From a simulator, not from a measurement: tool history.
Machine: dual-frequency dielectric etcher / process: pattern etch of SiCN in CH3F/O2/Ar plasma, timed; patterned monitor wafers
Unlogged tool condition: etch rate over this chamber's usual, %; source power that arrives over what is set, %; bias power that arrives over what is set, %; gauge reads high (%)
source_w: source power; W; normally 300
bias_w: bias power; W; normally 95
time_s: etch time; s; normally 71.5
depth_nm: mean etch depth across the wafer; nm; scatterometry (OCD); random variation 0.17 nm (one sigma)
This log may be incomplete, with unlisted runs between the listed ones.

| run | hour | source_w | bias_w | time_s | wafers since the last listed run | hours since the last wet clean | hours since the last source power generator calibration | hours since the last bias power generator calibration | hours since the last upper electrode change | hours since the gauge calibration | read-back reference wafer on the same gauge, depth_nm | depth_nm |
|---|---|---|---|---|---|---|---|---|---|---|---|---|
| 1 | 0 | 340 | 95 | 71.5 | 0 | 76.1 | 4401.3 | 3358 | 1756.2 | 348.7 | 24.07 | 30.73 |
| 2 | 24.4 | 300 | 95 | 71.5 | 381 | 100.5 | 4425.7 | 3382.4 | 1780.6 | 373.1 | 24.03 | 29.56 |
| 3 | 37.2 | 300 | 101 | 71.5 | 200 | 113.3 | 4438.5 | 3395.2 | 1793.4 | 385.9 | 24.02 | 30.38 |
| 4 | 69.8 | 300 | 95 | 71.5 | 510 | 145.9 | 4471.1 | 3427.8 | 1826 | 418.5 | 24.02 | 29.19 |
|  | 98.3 | bias power generator calibrated |
| 5 | 135.2 | 300 | 95 | 71.5 | 960 | 211.3 | 4536.5 | 36.9 | 1891.4 | 483.9 | 23.92 | 29.36 |
|  | 142.2 | source power generator calibrated |
| 6 | 151.9 | 300 | 95 | 71.5 | 198 | 228 | 9.7 | 53.6 | 1908.1 | 500.6 | 23.95 | 29.2 |
| 7 | 167.4 | 300 | 95 | 64 | 242 | 243.5 | 25.2 | 69.1 | 1923.6 | 516.1 | 23.9 | 26.3 |
| 8 | 181.5 | 300 | 95 | 64 | 220 | 257.6 | 39.3 | 83.2 | 1937.7 | 530.2 | 23.94 | 25.88 |
| 9 | 217.5 | 300 | 95 | 63 | 563 | 293.6 | 75.3 | 119.2 | 1973.7 | 566.2 | 23.96 | 25.5 |
| 10 | 236.7 | 300 | 95 | 63 | 300 | 312.8 | 94.5 | 138.4 | 1992.9 | 585.4 | 23.93 | 25.92 |
| 11 | 262.9 | 300 | 72 | 54 | 409 | 339 | 120.7 | 164.6 | 2019.1 | 611.6 | 23.9 | 19.32 |
| 12 | 279.4 | 300 | 95 | 71.5 | 258 | 355.5 | 137.2 | 181.1 | 2035.6 | 628.1 | 23.87 | 29.11 |
| 13 | 302.6 | 300 | 104 | 84.5 | 363 | 378.7 | 160.4 | 204.3 | 2058.8 | 651.3 | 23.91 | 35.96 |
| 14 | 320.9 | 300 | 95 | 71.5 | 286 | 397 | 178.7 | 222.6 | 2077.1 | 669.6 | 23.93 | 29.19 |
| 15 | 338.9 | 360 | 75 | 71.5 | 281 | 415 | 196.7 | 240.6 | 2095.1 | 687.6 | 23.89 | 27.26 |
|  | 363 | upper electrode replaced |
| 16 | 371.7 | 320 | 86 | 71.5 | 137 | 447.8 | 229.5 | 273.4 | 8.7 | 720.4 | 23.9 | 28.24 |
| 17 | 387.5 | 240 | 102 | 62.5 | 247 | 463.6 | 245.3 | 289.2 | 24.5 | 736.2 | 23.87 | 25.08 |
|  | 393.9 | gauge calibrated |
|  | 469.1 | wet clean of the chamber |
| 18 | 469.6 | 300 | 103 | 51.5 | 909 | 0.5 | 327.4 | 371.3 | 106.6 | 75.7 | 24.5 | 22.35 |
| 19 | 477.7 | 300 | 95 | 71.5 | 126 | 8.6 | 335.5 | 379.4 | 114.7 | 83.8 | 24.42 | 30.04 |
| 20 | 511.3 | 230 | 80 | 91.5 | 525 | 42.2 | 369.1 | 413 | 148.3 | 117.4 | 24.35 | 32.62 |
| 21 | 535 | 240 | 87 | 60.5 | 370 | 65.9 | 392.8 | 436.7 | 172 | 141.1 | 24.33 | 22.79 |
| 22 | 565.3 | 360 | 95 | 71.5 | 474 | 96.2 | 423.1 | 467 | 202.3 | 171.4 | 24.23 | 30.99 |
| 23 | 595.2 | 300 | 95 | 71.5 | 467 | 126.1 | 453 | 496.9 | 232.2 | 201.3 | 24.18 | 29.51 |
| 24 | 612.2 | 240 | 117 | 71.5 | 266 | 143.1 | 470 | 513.9 | 249.2 | 218.3 | 24.18 | 31.12 |
| 25 | 643.5 | 300 | 76 | 63.5 | 489 | 174.4 | 501.3 | 545.2 | 280.5 | 249.6 | 24.1 | 23.47 |
| 26 | 679.2 | 240 | 116 | 91 | 558 | 210.1 | 537 | 580.9 | 316.2 | 285.3 | 24.08 | 39.37 |
| 27 | 696.6 | 280 | 95 | 53 | 272 | 227.5 | 554.4 | 598.3 | 333.6 | 302.7 | 24.08 | 21.59 |
| 28 | 724.9 | 300 | 77 | 56 | 442 | 255.8 | 582.7 | 626.6 | 361.9 | 331 | 24.04 | 20.77 |
| 29 | 746.1 | 240 | 74 | 82 | 331 | 277 | 603.9 | 647.8 | 383.1 | 352.2 | 24.07 | 28.42 |

Forecast each of these 5 alternatives for the next run:
| A | 746.5 | 300 | 95 | 71.5 | 6 | 277.4 | 604.3 | 648.2 | 383.5 | 352.6 | ? | ? |
| B | 746.5 | 360 | 81 | 83.5 | 6 | 277.4 | 604.3 | 648.2 | 383.5 | 352.6 | ? | ? |
| C | 746.5 | 250 | 116 | 54.5 | 6 | 277.4 | 604.3 | 648.2 | 383.5 | 352.6 | ? | ? |
| D | 746.5 | 260 | 86 | 71.5 | 6 | 277.4 | 604.3 | 648.2 | 383.5 | 352.6 | ? | ? |
| E | 746.5 | 370 | 95 | 63.5 | 6 | 277.4 | 604.3 | 648.2 | 383.5 | 352.6 | ? | ? |

| run | read-back reference wafer on the same gauge, depth_nm | depth_nm |
|---|---|---|
| A | 24.07 | 29.27 |
| B | 24.07 | 33.09 |
| C | 24.07 | 23.57 |
| D | 24.07 | 26.99 |
| E | 24.07 | 27.36 |
Take away the tool's hidden state, keep each run's random variation, and the runs would have read:
| run | depth_nm |
|---|---|
| A | 29.95 |
| B | 33.86 |
| C | 24.12 |
| D | 27.62 |
| E | 27.99 |
